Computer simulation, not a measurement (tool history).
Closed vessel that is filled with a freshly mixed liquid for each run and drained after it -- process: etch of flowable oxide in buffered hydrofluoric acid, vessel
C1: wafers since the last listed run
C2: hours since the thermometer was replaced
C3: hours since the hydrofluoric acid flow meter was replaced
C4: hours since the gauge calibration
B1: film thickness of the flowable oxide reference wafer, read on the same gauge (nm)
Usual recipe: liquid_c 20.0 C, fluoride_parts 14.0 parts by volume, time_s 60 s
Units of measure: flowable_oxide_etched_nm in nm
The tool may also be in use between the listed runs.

{"run": 1, "hour": 0.0, "liquid_c": 20.0, "fluoride_parts": 14.0, "time_s": 60, "C1": 0, "C2": 1870.2, "C3": 332.5, "C4": 228.0, "B1": 100.92, "flowable_oxide_etched_nm": 63.21}
{"run": 2, "hour": 45.8, "liquid_c": 19.0, "fluoride_parts": 14.0, "time_s": 60, "C1": 4702, "C2": 1916.0, "C3": 378.3, "C4": 273.8, "B1": 101.14, "flowable_oxide_etched_nm": 59.51}
{"run": 3, "hour": 81.5, "liquid_c": 19.0, "fluoride_parts": 14.0, "time_s": 60, "C1": 3665, "C2": 1951.7, "C3": 414.0, "C4": 309.5, "B1": 101.27, "flowable_oxide_etched_nm": 59.91}
{"run": 4, "hour": 123.7, "liquid_c": 19.0, "fluoride_parts": 14.0, "time_s": 60, "C1": 4332, "C2": 1993.9, "C3": 456.2, "C4": 351.7, "B1": 101.41, "flowable_oxide_etched_nm": 59.78}
{"run": 5, "hour": 172.2, "liquid_c": 20.0, "fluoride_parts": 11.0, "time_s": 60, "C1": 4979, "C2": 2042.4, "C3": 504.7, "C4": 400.2, "B1": 101.64, "flowable_oxide_etched_nm": 79.87}
{"run": 6, "hour": 211.3, "liquid_c": 20.0, "fluoride_parts": 11.0, "time_s": 60, "C1": 4014, "C2": 2081.5, "C3": 543.8, "C4": 439.3, "B1": 101.76, "flowable_oxide_etched_nm": 80.37}
{"hour": 255.6, "done": "gauge calibrated"}
{"run": 7, "hour": 267.6, "liquid_c": 20.0, "fluoride_parts": 11.0, "time_s": 60, "C1": 5780, "C2": 2137.8, "C3": 600.1, "C4": 12.0, "B1": 99.96, "flowable_oxide_etched_nm": 78.91}
{"run": 8, "hour": 299.4, "liquid_c": 20.0, "fluoride_parts": 14.0, "time_s": 60, "C1": 3264, "C2": 2169.6, "C3": 631.9, "C4": 43.8, "B1": 100.11, "flowable_oxide_etched_nm": 62.12}
{"hour": 303.9, "done": "hydrofluoric acid flow meter replaced"}
{"run": 9, "hour": 328.5, "liquid_c": 22.0, "fluoride_parts": 9.0, "time_s": 30, "C1": 2885, "C2": 2198.7, "C3": 24.6, "C4": 72.9, "B1": 100.18, "flowable_oxide_etched_nm": 52.0}
{"run": 10, "hour": 397.4, "liquid_c": 24.5, "fluoride_parts": 18.0, "time_s": 30, "C1": 7074, "C2": 2267.6, "C3": 93.5, "C4": 141.8, "B1": 100.49, "flowable_oxide_etched_nm": 31.25}
{"run": 11, "hour": 441.6, "liquid_c": 23.5, "fluoride_parts": 9.0, "time_s": 75, "C1": 4538, "C2": 2311.8, "C3": 137.7, "C4": 186.0, "B1": 100.64, "flowable_oxide_etched_nm": 141.61}
{"hour": 488.1, "done": "thermometer replaced"}
{"run": 12, "hour": 508.8, "liquid_c": 17.0, "fluoride_parts": 15.5, "time_s": 95, "C1": 6796, "C2": 20.7, "C3": 204.9, "C4": 253.2, "B1": 100.87, "flowable_oxide_etched_nm": 75.7}
{"run": 13, "hour": 575.9, "liquid_c": 17.5, "fluoride_parts": 17.5, "time_s": 45, "C1": 6889, "C2": 87.8, "C3": 272.0, "C4": 320.3, "B1": 101.11, "flowable_oxide_etched_nm": 32.88}
{"run": 14, "hour": 601.6, "liquid_c": 20.0, "fluoride_parts": 12.5, "time_s": 50, "C1": 2638, "C2": 113.5, "C3": 297.7, "C4": 346.0, "B1": 101.21, "flowable_oxide_etched_nm": 58.83}
{"run": 15, "hour": 635.0, "liquid_c": 20.0, "fluoride_parts": 9.5, "time_s": 60, "C1": 3429, "C2": 146.9, "C3": 331.1, "C4": 379.4, "B1": 101.3, "flowable_oxide_etched_nm": 90.46}

Estimate the outcome of run 16 from the log above:
{"run": 16, "hour": 679.2, "liquid_c": 19.0, "fluoride_parts": 14.0, "time_s": 60, "C1": 4538, "C2": 191.1, "C3": 375.3, "C4": 423.6, "B1": "?", "flowable_oxide_etched_nm": "?"}

B1: 101.49
flowable_oxide_etched_nm: 59.53 nm
Without the tool's hidden state the same run would have given flowable_oxide_etched_nm 58.66 nm.
